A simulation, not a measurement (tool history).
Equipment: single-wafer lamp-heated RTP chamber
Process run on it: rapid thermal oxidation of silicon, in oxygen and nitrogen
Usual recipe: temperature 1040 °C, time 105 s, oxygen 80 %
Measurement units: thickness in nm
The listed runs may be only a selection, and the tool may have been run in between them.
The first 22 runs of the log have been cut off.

| run | hour | temperature | time | oxygen | wafers since the last listed run | wafers since the last pyrometer calibration | hours since the oxygen flow controller was replaced | hours since the gauge calibration | read-back reference wafer on the same gauge, thickness | thickness |
|---|---|---|---|---|---|---|---|---|---|---|
|  | 1924.3 | oxygen flow controller replaced |
| 23 | 1924.8 | 1040 | 105 | 80 | 689 | 3758 | 0.5 | 252 | 8.56 | 9.538 |
| 24 | 1964 | 1040 | 105 | 80 | 264 | 4023 | 39.7 | 291.2 | 8.558 | 9.652 |
| 25 | 2009 | 1032 | 105 | 98 | 303 | 4326 | 84.7 | 336.2 | 8.562 | 9.782 |
| 26 | 2051.6 | 1021 | 64 | 93 | 287 | 4614 | 127.3 | 378.8 | 8.56 | 7.166 |
| 27 | 2088 | 1011 | 137 | 98 | 245 | 4859 | 163.7 | 415.2 | 8.57 | 9.579 |
| 28 | 2180.3 | 1040 | 88 | 98 | 622 | 5481 | 256 | 507.5 | 8.563 | 9.647 |
| 29 | 2236.2 | 1029 | 74 | 80 | 376 | 5858 | 311.9 | 563.4 | 8.561 | 7.744 |
|  | 2286.9 | pyrometer window cleaned and pyrometer calibrated |
| 30 | 2313.9 | 1066 | 134 | 98 | 470 | 182 | 389.6 | 641.1 | 8.555 | 13.349 |
| 31 | 2364.1 | 1070 | 105 | 80 | 338 | 520 | 439.8 | 691.3 | 8.563 | 11.32 |
| 32 | 2418.7 | 1056 | 105 | 80 | 368 | 888 | 494.4 | 745.9 | 8.56 | 10.39 |
| 33 | 2512.8 | 1026 | 121 | 57 | 634 | 1523 | 588.5 | 840 | 8.548 | 8.028 |
| 34 | 2602.5 | 1010 | 132 | 80 | 604 | 2128 | 678.2 | 929.7 | 8.563 | 8.375 |
| 35 | 2661.3 | 1040 | 105 | 80 | 396 | 2524 | 737 | 988.5 | 8.566 | 9.48 |
| 36 | 2968.4 | 1023 | 153 | 54 | 2070 | 4595 | 1044.1 | 1295.6 | 8.559 | 8.878 |
|  | 3026.3 | pyrometer window cleaned and pyrometer calibrated |
| 37 | 3091.7 | 1032 | 82 | 98 | 777 | 441 | 1167.4 | 1418.9 | 8.563 | 8.348 |

Branching from run 37: 5 alternative next runs. What would each branch give?
| A | 3092.2 | 1040 | 105 | 80 | 3 | 444 | 1167.9 | 1419.4 | ? | ? |
| B | 3092.2 | 1040 | 123 | 57 | 3 | 444 | 1167.9 | 1419.4 | ? | ? |
| C | 3092.2 | 1013 | 73 | 61 | 3 | 444 | 1167.9 | 1419.4 | ? | ? |
| D | 3092.2 | 1040 | 154 | 88 | 3 | 444 | 1167.9 | 1419.4 | ? | ? |
| E | 3092.2 | 1040 | 68 | 80 | 3 | 444 | 1167.9 | 1419.4 | ? | ? |

| run | read-back reference wafer on the same gauge, thickness | thickness |
|---|---|---|
| A | 8.559 | 9.348 |
| B | 8.559 | 8.894 |
| C | 8.559 | 5.954 |
| D | 8.559 | 11.562 |
| E | 8.559 | 7.679 |
Stripped of hidden state, with their random variation kept, the same runs would have yielded:
| run | thickness |
|---|---|
| A | 9.244 |
| B | 8.796 |
| C | 5.886 |
| D | 11.433 |
| E | 7.594 |
